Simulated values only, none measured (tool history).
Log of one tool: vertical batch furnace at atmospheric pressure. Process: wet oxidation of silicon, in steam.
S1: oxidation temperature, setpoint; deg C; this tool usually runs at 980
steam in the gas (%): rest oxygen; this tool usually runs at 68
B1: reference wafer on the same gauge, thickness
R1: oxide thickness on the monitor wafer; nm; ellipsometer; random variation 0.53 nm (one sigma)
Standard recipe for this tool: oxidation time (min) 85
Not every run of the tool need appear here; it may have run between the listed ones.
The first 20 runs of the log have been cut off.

Run 21, hour 381.7: usual settings; B1 350.07. Result: R1 352.85 nm.
Run 22, hour 399.1: usual settings but S1 960 deg C, oxidation time (min) 73.5, steam in the gas (%) 77; B1 350.1. Result: R1 290.66 nm.
At hour 413.4: gauge calibrated.
Run 23, hour 420.8: usual settings; B1 350.01. Result: R1 351.25 nm.
Run 24, hour 430: usual settings but S1 959 deg C, steam in the gas (%) 56; B1 350.01. Result: R1 251.28 nm.
Run 25, hour 443: usual settings; B1 350. Result: R1 350.9 nm.
Run 26, hour 456.4: usual settings but S1 997 deg C, oxidation time (min) 124.5, steam in the gas (%) 71; B1 349.94. Result: R1 534.19 nm.
Run 27, hour 464.4: usual settings but S1 1005 deg C, oxidation time (min) 104.5, steam in the gas (%) 57; B1 349.81. Result: R1 435.21 nm.
Run 28, hour 475.3: usual settings but S1 991 deg C, oxidation time (min) 43.5, steam in the gas (%) 61; B1 350.03. Result: R1 216.61 nm.
Run 29, hour 487.9: usual settings but S1 987 deg C, oxidation time (min) 99; B1 350.03. Result: R1 415.7 nm.
Run 30, hour 498.8: usual settings; B1 349.88. Result: R1 351.01 nm.
Run 31, hour 521.3: usual settings but S1 989 deg C; B1 350.01. Result: R1 378.97 nm.
Run 32, hour 534.7: usual settings; B1 350.09. Result: R1 352.27 nm.
Run 33, hour 555: usual settings but steam in the gas (%) 60; B1 350.03. Result: R1 321.21 nm.
Run 34, hour 565.4: usual settings but oxidation time (min) 123; B1 349.92. Result: R1 455.32 nm.
Run 35, hour 586.7: usual settings but oxidation time (min) 57.5; B1 350. Result: R1 263.3 nm.

Estimate the outcome of run 36 from the log above:
Run 36, hour 617.6: usual settings but S1 997 deg C, steam in the gas (%) 63; B1 ?. Result: R1 ?.

{"run 36": {"B1": 349.91, "R1": 380.84}}
Had the tool carried no hidden state, the very same run would have given R1 382.96 nm.

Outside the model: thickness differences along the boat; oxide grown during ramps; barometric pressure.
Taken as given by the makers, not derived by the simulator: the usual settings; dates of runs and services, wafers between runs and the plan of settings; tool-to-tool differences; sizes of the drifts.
